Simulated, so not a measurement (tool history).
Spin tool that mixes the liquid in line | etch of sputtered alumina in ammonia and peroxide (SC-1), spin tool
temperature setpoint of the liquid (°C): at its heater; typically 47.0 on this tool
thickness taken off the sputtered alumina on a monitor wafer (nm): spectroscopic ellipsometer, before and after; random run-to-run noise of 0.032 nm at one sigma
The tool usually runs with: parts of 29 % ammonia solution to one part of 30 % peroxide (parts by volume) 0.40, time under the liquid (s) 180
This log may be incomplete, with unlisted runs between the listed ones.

run	hour	temperature setpoint of the liquid (°C)	parts of 29 % ammonia solution to one part of 30 % peroxide (parts by volume)	time under the liquid (s)	read-back film thickness of the sputtered alumina reference wafer, read on the same gauge (nm)	thickness taken off the sputtered alumina on a monitor wafer (nm)
1	0.0	47.0	0.50	180	70.01	8.65
2	16.6	47.0	0.50	180	70.00	8.66
3	31.4	47.0	0.40	180	69.94	8.42
4	41.6	47.0	0.40	180	69.97	8.44
5	53.7	47.0	0.40	180	70.02	8.42
# hour 74.4: thermometer replaced
6	84.3	47.0	0.40	180	69.96	9.59
# hour 87.7: new drum of ammonia solution connected
# hour 99.3: heated supply line repaired
7	99.8	47.0	0.40	180	70.02	11.84
8	112.5	47.0	0.40	180	69.99	11.78
9	121.3	47.0	0.40	180	70.03	11.88
10	127.8	47.0	0.30	265	69.98	16.95
# hour 136.3: ammonia flow meter replaced
11	136.8	47.0	0.40	245	70.03	16.00
12	152.4	44.0	0.25	150	69.98	7.93
# hour 154.4: gauge calibrated
13	170.1	54.0	0.55	180	70.01	17.78
14	176.8	42.5	0.50	125	69.97	6.45
15	191.3	40.5	0.55	180	70.01	8.27
16	204.2	47.0	0.40	180	70.03	11.68

5 ways to go on from here, each from the tool as it stands after run 16. What would each give?
A	204.7	47.0	0.40	180	?	?
B	204.7	55.5	0.55	150	?	?
C	204.7	38.5	0.35	230	?	?
D	204.7	47.0	0.35	180	?	?
E	204.7	44.0	0.40	180	?	?

run	read-back film thickness of the sputtered alumina reference wafer, read on the same gauge (nm)	thickness taken off the sputtered alumina on a monitor wafer (nm)
A	69.97	11.73
B	69.97	16.08
C	69.97	9.02
D	69.97	11.59
E	69.97	9.88
Had the tool no hidden state, the same runs would have come out as:
run	thickness taken off the sputtered alumina on a monitor wafer (nm)
A	12.39
B	16.93
C	9.56
D	12.24
E	10.45
